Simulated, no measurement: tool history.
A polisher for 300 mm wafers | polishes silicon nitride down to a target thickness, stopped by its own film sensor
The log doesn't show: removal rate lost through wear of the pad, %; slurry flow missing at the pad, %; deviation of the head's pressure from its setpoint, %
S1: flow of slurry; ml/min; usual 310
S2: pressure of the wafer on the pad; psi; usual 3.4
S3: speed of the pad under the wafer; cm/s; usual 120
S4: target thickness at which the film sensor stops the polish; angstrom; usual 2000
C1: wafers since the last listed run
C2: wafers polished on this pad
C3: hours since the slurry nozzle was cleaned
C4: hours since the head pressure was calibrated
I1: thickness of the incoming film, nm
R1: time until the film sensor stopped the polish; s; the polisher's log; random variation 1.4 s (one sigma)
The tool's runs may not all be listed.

run    hour   S1   S2   S3    S4    C1    C2     C3     C4     I1     R1
  1     0.0  310  3.4  120  2000     0  1619   74.5  127.7  460.9  122.3
  2    38.2  310  3.4  120  2000   216  1836  112.7  165.9  460.6  120.4
  3   101.5  340  3.4  120  2000   359  2195  176.0  229.2  461.4  122.5
      119.0  -- worn pad replaced by a new one
  4   128.5  340  3.4  120  2000   130    53  203.0  256.2  462.4  121.5
  5   191.3  340  3.4  120  2000   356   409  265.8  319.0  456.5  122.3
  6   237.2  310  3.4  150  2000   260   670  311.7  364.9  461.3  109.8
  7   282.9  310  3.4  150  2000   259   929  357.4  410.6  456.8  105.9
  8   313.7  310  3.4  120  2000   174  1103  388.2  441.4  468.6  130.2
      320.9  -- head pressure recalibrated
  9   352.5  310  3.4  120  2000   208  1312  427.0   31.6  464.0  126.6
 10   394.7  310  3.4  120  2000   239  1552  469.2   73.8  455.6  123.7
 11   423.4  310  3.4  120  2000   162  1714  497.9  102.5  467.1  127.8
      549.9  -- worn pad replaced by a new one
 12   597.5  310  3.4  120  2000   964   269  672.0  276.6  455.3  123.6
 13   662.9  350  3.4  150  2000   370   640  737.4  342.0  462.8  114.0
 14   711.1  310  3.4  120  2000   273   914  785.6  390.2  458.4  128.5
 15   745.5  310  3.4  120  2000   195  1109  820.0  424.6  450.0  124.1
      795.3  -- head pressure recalibrated
 16   811.0  310  2.7  120  2000   360  1469  885.5   15.7  455.9  147.8
 17   845.4  395  4.2  152  2520   195  1664  919.9   50.1  459.2   78.5
      857.0  -- slurry nozzle cleaned
 18   908.2  310  3.4  120  2270   350  2014   51.2  112.9  462.0  109.2
      942.8  -- worn pad replaced by a new one
 19   979.3  360  3.4  120  2420   380   206  122.3  184.0  468.4  103.9
 20  1021.8  310  3.4  120  2000   241   447  164.8  226.5  465.4  127.6
     1157.4  -- head pressure recalibrated
 21  1169.7  265  3.4  120  1700   827  1275  312.7   12.3  451.2  138.6
     1271.8  -- worn pad replaced by a new one
 22  1364.7  410  3.4  146  2000  1083   526  507.7  207.3  456.3  106.8
 23  1409.4  270  2.5  104  1620   253   780  552.4  252.0  457.7  192.4
 24  1447.5  310  3.4   96  2280   216   996  590.5  290.1  458.3  125.4
 25  1481.4  310  3.4  120  2000   192  1188  624.4  324.0  466.5  131.7
     1605.1  -- head pressure recalibrated
     1605.8  -- worn pad replaced by a new one
 26  1606.3  310  3.4  120  2000   693     3  749.3    1.2  451.0  124.3
     1641.9  -- slurry nozzle cleaned
 27  1673.5  310  3.4  120  2000   375   378   31.6   68.4  460.8  122.1
 28  1715.0  270  4.5  102  2000   235   613   73.1  109.9  455.4  109.0
 29  1744.7  310  3.4  120  2000   168   782  102.8  139.6  460.1  123.6
 30  1805.3  310  3.4  150  2000   343  1126  163.4  200.2  460.1  110.9
 31  1849.8  345  2.4  120  1460   252  1378  207.9  244.7  464.2  188.6
 32  1881.9  245  2.6  120  2420   182  1560  240.0  276.8  458.0  126.2

Hidden state or all else? Some run-to-run changes of R1, split into what the settings, what came in and random variation would give without the hidden state, and what is left for the hidden state (with any gauge scatter that isn't in both results):
Run 16 -> 17: S1 310 -> 395, S2 2.7 -> 4.2, S3 120 -> 152, S4 2000 -> 2520. R1 -69.3 s: hidden state -6.4, all else -62.9.
Run 22 -> 23: S1 410 -> 270, S2 3.4 -> 2.5, S3 146 -> 104, S4 2000 -> 1620. R1 +85.6 s: hidden state +7.4, all else +78.2.
Run 26 -> 27: slurry nozzle cleaned. R1 -2.2 s: hidden state -8.6, all else +6.4.
Run 30 -> 31: S1 310 -> 345, S2 3.4 -> 2.4, S3 150 -> 120, S4 2000 -> 1460. R1 +77.7 s: hidden state +1.2, all else +76.5.

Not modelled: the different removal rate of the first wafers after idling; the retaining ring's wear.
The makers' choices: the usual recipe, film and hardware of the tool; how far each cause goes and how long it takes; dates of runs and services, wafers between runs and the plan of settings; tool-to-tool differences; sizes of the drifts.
